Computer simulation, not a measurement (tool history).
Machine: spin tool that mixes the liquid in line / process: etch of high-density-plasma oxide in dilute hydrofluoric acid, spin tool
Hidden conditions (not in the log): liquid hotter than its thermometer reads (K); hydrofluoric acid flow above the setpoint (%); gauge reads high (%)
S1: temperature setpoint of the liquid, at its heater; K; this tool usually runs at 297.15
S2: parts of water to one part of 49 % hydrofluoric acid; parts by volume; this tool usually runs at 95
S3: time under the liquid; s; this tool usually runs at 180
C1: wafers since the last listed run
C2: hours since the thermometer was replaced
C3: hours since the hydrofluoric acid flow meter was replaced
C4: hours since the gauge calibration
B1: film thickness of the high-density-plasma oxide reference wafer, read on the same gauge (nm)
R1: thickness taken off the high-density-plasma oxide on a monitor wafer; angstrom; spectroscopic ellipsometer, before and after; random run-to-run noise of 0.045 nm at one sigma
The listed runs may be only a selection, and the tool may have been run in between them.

run,hour,S1,S2,S3,C1,C2,C3,C4,B1,R1
1,0,297.15,95,180,0,44.1,451.7,411.8,69.97,133.4
2,15.1,297.15,95,180,127,59.2,466.8,426.9,70.01,134.5
# hour 28.8: hydrofluoric acid flow meter replaced
3,31.7,297.15,95,180,131,75.8,2.9,443.5,70.01,134.5
4,39.8,297.15,95,180,68,83.9,11,451.6,70.01,134.6
5,46.1,297.15,95,180,53,90.2,17.3,457.9,70.01,134
6,56.6,297.15,95,180,88,100.7,27.8,468.4,69.96,133.2
# hour 67.5: thermometer replaced, repeated, since the last time left the tool worse
7,72.4,297.15,95,180,124,4.9,43.6,484.2,69.99,119.5
8,88.3,297.15,95,180,134,20.8,59.5,500.1,70,118.6
9,105.5,302.15,50,85,145,38,76.7,517.3,70.01,138
10,112.1,294.65,95,180,55,44.6,83.3,523.9,70,107.3
# hour 121.3: gauge calibrated
11,122.2,295.15,95,180,85,54.7,93.4,0.9,70,109.6
12,130.5,297.15,95,180,70,63,101.7,9.2,69.97,118.5
13,136.7,299.15,80,130,52,69.2,107.9,15.4,70,113.2
14,145.3,297.15,50,80,72,77.8,116.5,24,69.99,106.2
15,153.3,294.15,75,180,67,85.8,124.5,32,70.02,136.7
16,171.1,299.65,95,280,150,103.6,142.3,49.8,70.01,204.3
17,187.2,297.15,80,90,135,119.7,158.4,65.9,70.05,72
18,204.9,293.15,95,235,149,137.4,176.1,83.6,69.99,132.7
19,214.4,299.15,135,180,80,146.9,185.6,93.1,70.01,86.5
20,220.8,294.65,135,180,54,153.3,192,99.5,70.04,73
21,231.9,297.15,95,180,93,164.4,203.1,110.6,70.05,118.6
22,243.9,299.65,75,250,101,176.4,215.1,122.6,69.99,237.6
23,253.4,299.65,110,215,80,185.9,224.6,132.1,70.03,133.3
24,270.3,302.15,120,100,142,202.8,241.5,149,69.97,61.8
25,282.1,292.65,75,255,99,214.6,253.3,160.8,69.98,182.4
26,290.3,299.65,55,225,69,222.8,261.5,169,70,302.3
27,304.5,297.15,95,180,119,237,275.7,183.2,69.98,118.9
28,320.5,297.15,95,180,135,253,291.7,199.2,69.98,120.2
29,331.6,301.15,70,215,93,264.1,302.8,210.3,69.98,233.5
30,338.1,297.15,95,180,54,270.6,309.3,216.8,70.01,119.3
31,352.4,297.15,135,180,120,284.9,323.6,231.1,69.96,80.6

Measured less the same run without the tool's hidden state. The same run-to-run variation is in both; the gauge's scatter may not be:
run,R1
1,+15.6
2,+15.8
3,+16
4,+15.9
5,+16
6,+15.9
7,+0.1
8,+0.2
9,+0.2
10,+0.3
11,+0.3
12,+0.3
13,+0.4
14,+0.4
15,+0.6
16,+0.9
17,+0.4
18,+0.8
19,+0.6
20,+0.4
21,+0.8
22,+1.6
23,+1
24,+0.5
25,+1.7
26,+2.8
27,+1.2
28,+1.2
29,+2.4
30,+1.3
31,+0.9
